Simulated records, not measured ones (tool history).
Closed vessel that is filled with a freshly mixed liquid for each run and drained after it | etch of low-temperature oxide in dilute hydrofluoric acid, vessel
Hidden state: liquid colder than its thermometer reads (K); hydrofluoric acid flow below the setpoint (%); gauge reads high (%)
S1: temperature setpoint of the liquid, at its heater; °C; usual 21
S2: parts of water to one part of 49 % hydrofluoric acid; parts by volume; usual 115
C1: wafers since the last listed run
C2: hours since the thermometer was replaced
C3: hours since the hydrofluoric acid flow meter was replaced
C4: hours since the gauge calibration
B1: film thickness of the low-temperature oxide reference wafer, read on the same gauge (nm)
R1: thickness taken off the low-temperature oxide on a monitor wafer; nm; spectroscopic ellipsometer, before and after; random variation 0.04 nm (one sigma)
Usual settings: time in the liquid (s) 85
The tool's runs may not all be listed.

{"run": 1, "hour": 0.0, "S1": 21, "S2": 115, "time in the liquid (s)": 85, "C1": 0, "C2": 887.1, "C3": 1935.3, "C4": 73.2, "B1": 40, "R1": 9.7}
{"run": 2, "hour": 12.2, "S1": 17.5, "S2": 115, "time in the liquid (s)": 110, "C1": 1248, "C2": 899.3, "C3": 1947.5, "C4": 85.4, "B1": 40.01, "R1": 10.75}
{"run": 3, "hour": 30.1, "S1": 19, "S2": 115, "time in the liquid (s)": 85, "C1": 1831, "C2": 917.2, "C3": 1965.4, "C4": 103.3, "B1": 39.99, "R1": 8.85}
{"run": 4, "hour": 44.3, "S1": 21, "S2": 165, "time in the liquid (s)": 85, "C1": 1452, "C2": 931.4, "C3": 1979.6, "C4": 117.5, "B1": 39.99, "R1": 6.41}
{"run": 5, "hour": 51.8, "S1": 21, "S2": 165, "time in the liquid (s)": 85, "C1": 767, "C2": 938.9, "C3": 1987.1, "C4": 125, "B1": 40, "R1": 6.33}
{"run": 6, "hour": 63.8, "S1": 21, "S2": 165, "time in the liquid (s)": 85, "C1": 1227, "C2": 950.9, "C3": 1999.1, "C4": 137, "B1": 40.01, "R1": 6.38}
{"run": 7, "hour": 71.1, "S1": 21, "S2": 115, "time in the liquid (s)": 85, "C1": 746, "C2": 958.2, "C3": 2006.4, "C4": 144.3, "B1": 40.01, "R1": 9.62}
{"run": 8, "hour": 79.9, "S1": 21, "S2": 115, "time in the liquid (s)": 85, "C1": 900, "C2": 967, "C3": 2015.2, "C4": 153.1, "B1": 40.01, "R1": 9.59}
{"hour": 80.0, "done": "gauge calibrated"}
{"run": 9, "hour": 93.3, "S1": 21, "S2": 115, "time in the liquid (s)": 85, "C1": 1370, "C2": 980.4, "C3": 2028.6, "C4": 13.3, "B1": 40, "R1": 9.57}
{"run": 10, "hour": 101.5, "S1": 21, "S2": 115, "time in the liquid (s)": 85, "C1": 838, "C2": 988.6, "C3": 2036.8, "C4": 21.5, "B1": 40.01, "R1": 9.47}
{"run": 11, "hour": 108.8, "S1": 18, "S2": 60, "time in the liquid (s)": 110, "C1": 746, "C2": 995.9, "C3": 2044.1, "C4": 28.8, "B1": 39.99, "R1": 22.17}
{"run": 12, "hour": 118.0, "S1": 25, "S2": 135, "time in the liquid (s)": 120, "C1": 941, "C2": 1005.1, "C3": 2053.3, "C4": 38, "B1": 39.99, "R1": 13.27}
{"run": 13, "hour": 128.5, "S1": 21, "S2": 115, "time in the liquid (s)": 85, "C1": 1074, "C2": 1015.6, "C3": 2063.8, "C4": 48.5, "B1": 39.98, "R1": 9.56}
{"hour": 132.6, "done": "hydrofluoric acid flow meter replaced"}
{"run": 14, "hour": 142.8, "S1": 21, "S2": 115, "time in the liquid (s)": 85, "C1": 1360, "C2": 1029.9, "C3": 10.2, "C4": 62.8, "B1": 40, "R1": 9.49}
{"run": 15, "hour": 151.1, "S1": 21, "S2": 115, "time in the liquid (s)": 110, "C1": 849, "C2": 1038.2, "C3": 18.5, "C4": 71.1, "B1": 39.99, "R1": 12.36}
{"hour": 153.9, "done": "thermometer replaced"}
{"run": 16, "hour": 168.0, "S1": 21, "S2": 75, "time in the liquid (s)": 85, "C1": 1626, "C2": 14.1, "C3": 35.4, "C4": 88, "B1": 40.02, "R1": 16.75}
{"run": 17, "hour": 175.8, "S1": 26, "S2": 115, "time in the liquid (s)": 85, "C1": 798, "C2": 21.9, "C3": 43.2, "C4": 95.8, "B1": 40.01, "R1": 12.7}
{"run": 18, "hour": 184.4, "S1": 21, "S2": 115, "time in the liquid (s)": 65, "C1": 879, "C2": 30.5, "C3": 51.8, "C4": 104.4, "B1": 40.01, "R1": 7.98}
{"run": 19, "hour": 200.1, "S1": 21, "S2": 115, "time in the liquid (s)": 85, "C1": 1606, "C2": 46.2, "C3": 67.5, "C4": 120.1, "B1": 40.01, "R1": 10.32}
{"hour": 210.5, "done": "gauge calibrated"}
{"run": 20, "hour": 212.2, "S1": 21, "S2": 115, "time in the liquid (s)": 55, "C1": 1237, "C2": 58.3, "C3": 79.6, "C4": 1.7, "B1": 39.99, "R1": 6.69}

Hidden state at the last listed run before each entry between runs and at the first one after, where it differs:
Between runs 8 and 9: gauge calibrated (hour 80)
  liquid colder than its thermometer reads (K): 2.22 -> 2.25
  measured less the result without the state, R1: -0.91 -> -0.92 nm
Between runs 13 and 14: hydrofluoric acid flow meter replaced (hour 132.6)
  liquid colder than its thermometer reads (K): 2.33 -> 2.36
  measured less the result without the state, R1: -0.96 -> -0.96 nm
Between runs 15 and 16: thermometer replaced (hour 153.9)
  liquid colder than its thermometer reads (K): 2.38 -> 0.144
  measured less the result without the state, R1: -1.26 -> -0.1 nm
Between runs 19 and 20: gauge calibrated (hour 210.5)
  liquid colder than its thermometer reads (K): 0.215 -> 0.241
  measured less the result without the state, R1: -0.09 -> -0.06 nm
